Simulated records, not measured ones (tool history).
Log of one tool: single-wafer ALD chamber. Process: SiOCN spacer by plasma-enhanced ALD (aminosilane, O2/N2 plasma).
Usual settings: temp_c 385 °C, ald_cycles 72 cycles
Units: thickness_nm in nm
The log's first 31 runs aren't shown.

run,day,temp_c,ald_cycles,"read-back reference wafer on the same gauge, thickness_nm",thickness_nm
32,18.979,385,72,4.480,4.232
33,19.612,385,84,4.481,4.970
34,19.883,394,84,4.476,4.933
# day 20.596: gauge calibrated
35,20.617,399,65,4.481,3.806
36,20.946,392,63,4.477,3.703
37,21.625,385,72,4.479,4.230
38,22.058,390,85,4.480,5.021
39,24.162,377,76,4.476,4.494
40,24.650,385,77,4.479,4.531
41,24.983,376,61,4.482,3.594
42,25.546,379,72,4.478,4.244
43,25.846,385,82,4.481,4.812
44,26.279,385,72,4.478,4.241
45,26.775,372,72,4.483,4.248

4 ways to go on from here, each from the tool as it stands after run 45. What would each give?
A,26.796,385,72,?,?
B,26.796,385,79,?,?
C,26.796,380,72,?,?
D,26.796,391,67,?,?

run,"read-back reference wafer on the same gauge, thickness_nm",thickness_nm
A,4.479,4.236
B,4.479,4.648
C,4.479,4.236
D,4.479,3.942
Without the tool's hidden state the same runs would have given:
run,thickness_nm
A,4.236
B,4.648
C,4.236
D,3.942
